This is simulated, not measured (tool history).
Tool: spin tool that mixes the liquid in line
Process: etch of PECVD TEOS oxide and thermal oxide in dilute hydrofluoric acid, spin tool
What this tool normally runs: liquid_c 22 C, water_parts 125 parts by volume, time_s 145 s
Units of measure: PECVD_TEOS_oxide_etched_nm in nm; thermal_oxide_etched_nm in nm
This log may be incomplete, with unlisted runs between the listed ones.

run,hour,liquid_c,water_parts,time_s,"read-back film thickness of the PECVD TEOS oxide reference wafer, read on the same gauge (nm)","read-back film thickness of the thermal oxide reference wafer, read on the same gauge (nm)",PECVD_TEOS_oxide_etched_nm,thermal_oxide_etched_nm
1,0,22,125,145,139.99,120.01,10.37,4.47
2,12.9,22,85,145,140.01,119.98,16.07,6.89
3,43.5,22,85,145,139.99,119.97,15.86,6.81
4,50.1,22,85,145,140,120.05,15.78,6.86
5,84.8,22,125,145,140,120.05,10.25,4.43
6,93.8,22,125,145,140.01,120.02,10.22,4.43
7,109.5,22,125,200,140,119.99,14.06,6.11
8,125.9,22,125,200,140.01,120.06,14.14,6.11
# hour 126.2: gauge calibrated
9,136.5,26.5,125,145,139.99,119.96,12.37,5.26
10,151.4,23.5,65,220,139.99,120.02,33.98,14.56
# hour 152.5: thermometer replaced
# hour 156.7: hydrofluoric acid flow meter replaced
11,165.2,22,125,145,140,119.99,9.95,4.22
12,182.8,22,125,145,140.01,119.97,9.75,4.2
# hour 198.1: thermometer replaced, repeated, since the last time left the tool worse
13,198.6,26,160,220,140,120.02,14.76,6.26
14,204.4,22,75,75,140.01,120,10.01,4.36
15,222,24.5,155,120,140.01,119.98,7.78,3.35
16,230.7,26.5,155,190,139.99,119.94,13.33,5.71
17,270.4,19.5,105,85,140.01,119.99,7.03,3.01

Forecast each of these 5 alternatives for the next run:
A,270.9,22,125,145,?,?,?,?
B,270.9,24.5,125,90,?,?,?,?
C,270.9,25.5,160,75,?,?,?,?
D,270.9,22,125,220,?,?,?,?
E,270.9,22,125,170,?,?,?,?

run,"read-back film thickness of the PECVD TEOS oxide reference wafer, read on the same gauge (nm)","read-back film thickness of the thermal oxide reference wafer, read on the same gauge (nm)",PECVD_TEOS_oxide_etched_nm,thermal_oxide_etched_nm
A,140,119.96,10.91,4.67
B,140,119.96,7.47,3.2
C,140,119.96,4.85,2.08
D,140,119.96,16.55,7.09
E,140,119.96,12.79,5.48
Without the tool's unlogged condition, the same runs would have read:
run,PECVD_TEOS_oxide_etched_nm,thermal_oxide_etched_nm
A,11.07,4.74
B,7.58,3.25
C,4.92,2.11
D,16.8,7.19
E,12.98,5.56
